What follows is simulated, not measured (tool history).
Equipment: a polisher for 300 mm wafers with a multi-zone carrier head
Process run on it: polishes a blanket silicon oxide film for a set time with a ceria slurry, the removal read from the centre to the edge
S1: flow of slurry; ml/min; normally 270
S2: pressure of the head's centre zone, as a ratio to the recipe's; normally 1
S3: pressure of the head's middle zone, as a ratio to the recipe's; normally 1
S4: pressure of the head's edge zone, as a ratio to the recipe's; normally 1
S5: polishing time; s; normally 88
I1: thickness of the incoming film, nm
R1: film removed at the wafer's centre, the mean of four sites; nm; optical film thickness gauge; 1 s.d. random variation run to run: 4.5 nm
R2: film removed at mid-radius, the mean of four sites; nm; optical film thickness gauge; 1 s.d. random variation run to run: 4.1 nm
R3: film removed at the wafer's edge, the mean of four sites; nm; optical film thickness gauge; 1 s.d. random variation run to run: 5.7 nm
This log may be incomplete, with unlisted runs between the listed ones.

{"run": 1, "day": 0.0, "S1": 270, "S2": 1, "S3": 1, "S4": 1, "S5": 88, "I1": 1629.1, "R1": 349.1, "R2": 352.2, "R3": 383.3}
{"day": 1.488, "done": "worn pad replaced by a new one"}
{"day": 2.567, "done": "slurry nozzle cleaned"}
{"run": 2, "day": 3.617, "S1": 270, "S2": 1, "S3": 1, "S4": 1, "S5": 88, "I1": 1591.5, "R1": 383.9, "R2": 373.9, "R3": 399.1}
{"run": 3, "day": 7.217, "S1": 270, "S2": 1, "S3": 1, "S4": 1, "S5": 88, "I1": 1583.1, "R1": 362.7, "R2": 358.2, "R3": 384.7}
{"run": 4, "day": 10.892, "S1": 270, "S2": 1, "S3": 1, "S4": 1, "S5": 88, "I1": 1565.5, "R1": 354.3, "R2": 351, "R3": 383.2}
{"day": 11.496, "done": "worn pad replaced by a new one"}
{"run": 5, "day": 14.942, "S1": 270, "S2": 1, "S3": 1, "S4": 1, "S5": 88, "I1": 1577.1, "R1": 343.1, "R2": 344.2, "R3": 376.5}
{"day": 15.912, "done": "edge zone pressure recalibrated"}
{"run": 6, "day": 17.008, "S1": 270, "S2": 1.06, "S3": 1, "S4": 1, "S5": 70, "I1": 1591.1, "R1": 288.6, "R2": 266.3, "R3": 292.8}
{"day": 18.688, "done": "slurry nozzle cleaned"}
{"run": 7, "day": 21.062, "S1": 270, "S2": 1, "S3": 1, "S4": 1.07, "S5": 88, "I1": 1611.8, "R1": 381.5, "R2": 374.8, "R3": 420.3}
{"day": 22.688, "done": "worn pad replaced by a new one"}
{"run": 8, "day": 25.075, "S1": 235, "S2": 1.06, "S3": 1.04, "S4": 0.88, "S5": 88, "I1": 1578, "R1": 374.9, "R2": 358.6, "R3": 362.8}
{"day": 26.446, "done": "centre zone pressure recalibrated"}
{"day": 27.317, "done": "carrier head's membrane replaced by a new one"}
{"run": 9, "day": 28.571, "S1": 270, "S2": 1, "S3": 1, "S4": 1, "S5": 88, "I1": 1598, "R1": 354, "R2": 358.8, "R3": 387.6}
{"run": 10, "day": 31.4, "S1": 270, "S2": 1, "S3": 1.05, "S4": 1, "S5": 102, "I1": 1614.4, "R1": 408.7, "R2": 422.6, "R3": 449.7}
{"day": 34.267, "done": "worn pad replaced by a new one"}
{"run": 11, "day": 34.458, "S1": 225, "S2": 1.07, "S3": 0.97, "S4": 1, "S5": 113, "I1": 1610.7, "R1": 460.1, "R2": 418.5, "R3": 467.8}
{"day": 36.508, "done": "slurry nozzle cleaned"}
{"run": 12, "day": 36.842, "S1": 335, "S2": 1, "S3": 1.1, "S4": 1.06, "S5": 88, "I1": 1604.1, "R1": 400.3, "R2": 421.5, "R3": 419.8}
{"day": 43.917, "done": "worn pad replaced by a new one"}
{"run": 13, "day": 47.967, "S1": 270, "S2": 1, "S3": 1, "S4": 1, "S5": 88, "I1": 1590.9, "R1": 353.2, "R2": 348.1, "R3": 376.2}
{"run": 14, "day": 50.262, "S1": 270, "S2": 1, "S3": 1, "S4": 1, "S5": 88, "I1": 1592, "R1": 350.9, "R2": 346.1, "R3": 373.9}
{"day": 51.371, "done": "edge zone pressure recalibrated"}
{"run": 15, "day": 52.592, "S1": 270, "S2": 1, "S3": 1, "S4": 1, "S5": 119, "I1": 1591.2, "R1": 456.9, "R2": 468, "R3": 511}

Hidden state or all else? Some run-to-run changes of R1, split into what the settings, what came in and random variation would give without the hidden state, and what is left for the hidden state (with any gauge scatter that isn't in both results):
The hidden state here: removal rate lost through wear of the pad, %; slurry flow missing at the pad, %; deviation of the centre zone's pressure from its setpoint, %; deviation of the edge zone's pressure from its setpoint, %.
Run 11 -> 12: S1 225 -> 335, S2 1.07 -> 1, S3 0.97 -> 1.1, S4 1 -> 1.06, S5 113 -> 88, slurry nozzle cleaned. R1 -59.8 nm: hidden state +56.4, all else -116.2.
Run 14 -> 15: S5 88 -> 119, edge zone pressure recalibrated. R1 +106 nm: hidden state -14.5, all else +120.5.
